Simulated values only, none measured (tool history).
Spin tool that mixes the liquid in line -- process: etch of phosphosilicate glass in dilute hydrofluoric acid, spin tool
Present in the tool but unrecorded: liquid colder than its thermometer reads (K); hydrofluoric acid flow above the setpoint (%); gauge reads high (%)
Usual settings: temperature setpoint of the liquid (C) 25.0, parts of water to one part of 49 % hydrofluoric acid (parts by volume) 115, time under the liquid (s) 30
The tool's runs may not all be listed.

| run | hour | temperature setpoint of the liquid (C) | parts of water to one part of 49 % hydrofluoric acid (parts by volume) | time under the liquid (s) | wafers since the last listed run | hours since the thermometer was replaced | hours since the hydrofluoric acid flow meter was replaced | hours since the gauge calibration | read-back film thickness of the phosphosilicate glass reference wafer, read on the same gauge (nm) | thickness taken off the phosphosilicate glass on a monitor wafer (Å) |
|---|---|---|---|---|---|---|---|---|---|---|
| 1 | 0.0 | 25.0 | 115 | 30 | 0 | 273.5 | 132.8 | 495.5 | 60.01 | 299.7 |
| 2 | 166.1 | 25.0 | 115 | 30 | 1419 | 439.6 | 298.9 | 661.6 | 59.99 | 304.1 |
| 3 | 238.2 | 28.5 | 115 | 20 | 616 | 511.7 | 371.0 | 733.7 | 59.99 | 231.7 |
| 4 | 330.5 | 25.0 | 115 | 30 | 788 | 604.0 | 463.3 | 826.0 | 60.01 | 304.5 |
| 5 | 433.6 | 25.0 | 115 | 30 | 881 | 707.1 | 566.4 | 929.1 | 60.00 | 306.2 |
| 6 | 535.1 | 25.0 | 115 | 30 | 867 | 808.6 | 667.9 | 1030.6 | 59.99 | 306.3 |
|  | 536.1 | thermometer replaced |
| 7 | 621.6 | 25.0 | 115 | 30 | 730 | 85.5 | 754.4 | 1117.1 | 60.01 | 305.3 |
| 8 | 688.5 | 25.0 | 115 | 30 | 571 | 152.4 | 821.3 | 1184.0 | 59.99 | 308.0 |
| 9 | 733.2 | 25.0 | 150 | 30 | 381 | 197.1 | 866.0 | 1228.7 | 59.99 | 228.4 |
| 10 | 1039.2 | 25.0 | 150 | 30 | 2614 | 503.1 | 1172.0 | 1534.7 | 59.97 | 228.5 |
|  | 1056.5 | hydrofluoric acid flow meter replaced |
| 11 | 1136.2 | 25.0 | 150 | 30 | 820 | 600.1 | 79.7 | 1631.7 | 59.95 | 221.8 |
| 12 | 1175.8 | 25.0 | 85 | 30 | 338 | 639.7 | 119.3 | 1671.3 | 59.99 | 417.3 |
| 13 | 1218.6 | 27.0 | 145 | 30 | 365 | 682.5 | 162.1 | 1714.1 | 59.99 | 250.2 |
|  | 1267.0 | thermometer replaced |
| 14 | 1297.2 | 25.0 | 115 | 30 | 663 | 30.2 | 240.7 | 1792.7 | 59.98 | 302.7 |
|  | 1359.0 | gauge calibrated |
| 15 | 1390.0 | 25.0 | 115 | 30 | 792 | 123.0 | 333.5 | 31.0 | 60.00 | 300.4 |
| 16 | 1487.9 | 21.0 | 115 | 30 | 836 | 220.9 | 431.4 | 128.9 | 60.03 | 258.7 |
| 17 | 1527.2 | 25.0 | 70 | 40 | 335 | 260.2 | 470.7 | 168.2 | 59.96 | 709.9 |
| 18 | 1610.4 | 22.0 | 155 | 40 | 710 | 343.4 | 553.9 | 251.4 | 60.01 | 256.1 |
| 19 | 1697.4 | 25.0 | 115 | 30 | 743 | 430.4 | 640.9 | 338.4 | 59.99 | 308.2 |
| 20 | 1789.4 | 28.0 | 155 | 30 | 786 | 522.4 | 732.9 | 430.4 | 60.04 | 242.3 |
| 21 | 1848.8 | 22.5 | 115 | 40 | 507 | 581.8 | 792.3 | 489.8 | 59.97 | 379.5 |
| 22 | 1886.6 | 25.0 | 115 | 30 | 323 | 619.6 | 830.1 | 527.6 | 60.00 | 310.7 |
| 23 | 1926.1 | 25.0 | 115 | 25 | 337 | 659.1 | 869.6 | 567.1 | 60.01 | 260.7 |
| 24 | 1992.5 | 29.0 | 170 | 45 | 567 | 725.5 | 936.0 | 633.5 | 60.00 | 341.7 |
|  | 2026.5 | thermometer replaced |
| 25 | 2092.9 | 25.0 | 115 | 15 | 849 | 66.4 | 1036.4 | 733.9 | 60.01 | 156.3 |
| 26 | 2161.3 | 25.0 | 115 | 30 | 584 | 134.8 | 1104.8 | 802.3 | 59.99 | 314.4 |
| 27 | 2209.5 | 25.0 | 115 | 30 | 411 | 183.0 | 1153.0 | 850.5 | 59.97 | 313.9 |
| 28 | 2292.0 | 23.5 | 90 | 45 | 704 | 265.5 | 1235.5 | 933.0 | 60.00 | 580.4 |
|  | 2349.7 | hydrofluoric acid flow meter replaced |
| 29 | 2378.9 | 25.0 | 170 | 15 | 734 | 352.4 | 29.2 | 1019.9 | 60.00 | 96.2 |
| 30 | 2547.4 | 20.5 | 135 | 40 | 1439 | 520.9 | 197.7 | 1188.4 | 60.05 | 278.8 |

Predict each of these 4 candidate next runs independently; none follows another, all start after run 30:
| A | 2547.8 | 25.0 | 115 | 30 | 3 | 521.3 | 198.1 | 1188.8 | ? | ? |
| B | 2547.8 | 23.0 | 115 | 15 | 3 | 521.3 | 198.1 | 1188.8 | ? | ? |
| C | 2547.8 | 28.0 | 165 | 40 | 3 | 521.3 | 198.1 | 1188.8 | ? | ? |
| D | 2547.8 | 27.5 | 70 | 45 | 3 | 521.3 | 198.1 | 1188.8 | ? | ? |

| run | read-back film thickness of the phosphosilicate glass reference wafer, read on the same gauge (nm) | thickness taken off the phosphosilicate glass on a monitor wafer (Å) |
|---|---|---|
| A | 60.01 | 300.8 |
| B | 60.01 | 139.0 |
| C | 60.01 | 294.5 |
| D | 60.01 | 866.4 |
Stripped of hidden state, with their random variation kept, the same runs would have yielded:
| run | thickness taken off the phosphosilicate glass on a monitor wafer (Å) |
|---|---|
| A | 295.6 |
| B | 136.7 |
| C | 289.2 |
| D | 852.1 |

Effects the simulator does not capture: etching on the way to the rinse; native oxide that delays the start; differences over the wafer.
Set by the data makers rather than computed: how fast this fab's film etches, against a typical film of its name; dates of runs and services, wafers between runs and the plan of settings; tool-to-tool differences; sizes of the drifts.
